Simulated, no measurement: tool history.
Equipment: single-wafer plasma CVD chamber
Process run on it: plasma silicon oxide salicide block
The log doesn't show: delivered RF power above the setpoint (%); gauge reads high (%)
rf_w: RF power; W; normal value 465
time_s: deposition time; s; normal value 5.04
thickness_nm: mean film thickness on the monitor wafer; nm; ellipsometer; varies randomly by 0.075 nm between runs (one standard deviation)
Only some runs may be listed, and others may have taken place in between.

run,hour,rf_w,time_s,wafers since the last listed run,hours since the last RF generator calibration,hours since the showerhead was replaced,hours since the gauge calibration,"read-back reference wafer on the same gauge, thickness_nm",thickness_nm
1,0.0,465,5.04,0,2158.9,6586.7,348.7,50.103,48.850
2,15.7,465,5.04,348,2174.6,6602.4,364.4,50.099,48.691
3,43.4,465,5.04,614,2202.3,6630.1,392.1,50.091,48.680
4,62.4,465,5.04,421,2221.3,6649.1,411.1,50.094,48.806
5,106.8,465,5.04,984,2265.7,6693.5,455.5,50.103,48.683
6,121.5,465,5.78,325,2280.4,6708.2,470.2,50.110,55.959
7,142.6,465,5.78,467,2301.5,6729.3,491.3,50.115,55.843
8,167.6,465,4.41,554,2326.5,6754.3,516.3,50.101,42.636
9,181.0,465,4.41,297,2339.9,6767.7,529.7,50.100,42.617
10,197.3,465,5.46,361,2356.2,6784.0,546.0,50.095,52.808
# hour 208.3: gauge calibrated
11,224.7,465,5.46,607,2383.6,6811.4,16.4,50.101,52.792
12,250.4,465,5.46,569,2409.3,6837.1,42.1,50.082,52.746
13,284.8,535,5.83,762,2443.7,6871.5,76.5,50.092,58.791
14,315.4,400,5.04,678,2474.3,6902.1,107.1,50.092,46.383
# hour 339.5: showerhead replaced
15,343.7,545,4.27,450,2502.6,4.2,135.4,50.112,43.084
16,368.2,380,5.04,543,2527.1,28.7,159.9,50.095,45.634
# hour 394.0: RF generator calibrated
17,394.5,400,5.04,405,0.5,55.0,186.2,50.103,47.801
18,421.4,395,4.30,596,27.4,81.9,213.1,50.119,40.565
19,457.3,510,5.42,795,63.3,117.8,249.0,50.101,55.447
20,472.2,525,4.72,330,78.2,132.7,263.9,50.109,48.685
21,495.5,390,4.58,516,101.5,156.0,287.2,50.097,43.097
22,514.7,375,4.54,425,120.7,175.2,306.4,50.099,42.227
23,544.6,465,5.04,662,150.6,205.1,336.3,50.091,50.017
24,560.7,465,5.46,356,166.7,221.2,352.4,50.105,54.121
25,580.5,540,5.81,438,186.5,241.0,372.2,50.096,60.297

How would selected steps in thickness_nm from run to run divide? Give the signed amount a tool lacking its hidden state would still show from settings, what came in and random variation, and the signed amount left for the hidden state, including any gauge scatter that is not in both of the compared results.
Run 7 -> 8: time_s 5.78 -> 4.41. thickness_nm -13.207 nm: hidden state +0.400, all else -13.607.
Run 16 -> 17: rf_w 380 -> 400, RF generator calibrated. thickness_nm +2.167 nm: hidden state +1.478, all else +0.689.
Run 18 -> 19: rf_w 395 -> 510, time_s 4.30 -> 5.42. thickness_nm +14.882 nm: hidden state -0.048, all else +14.930.
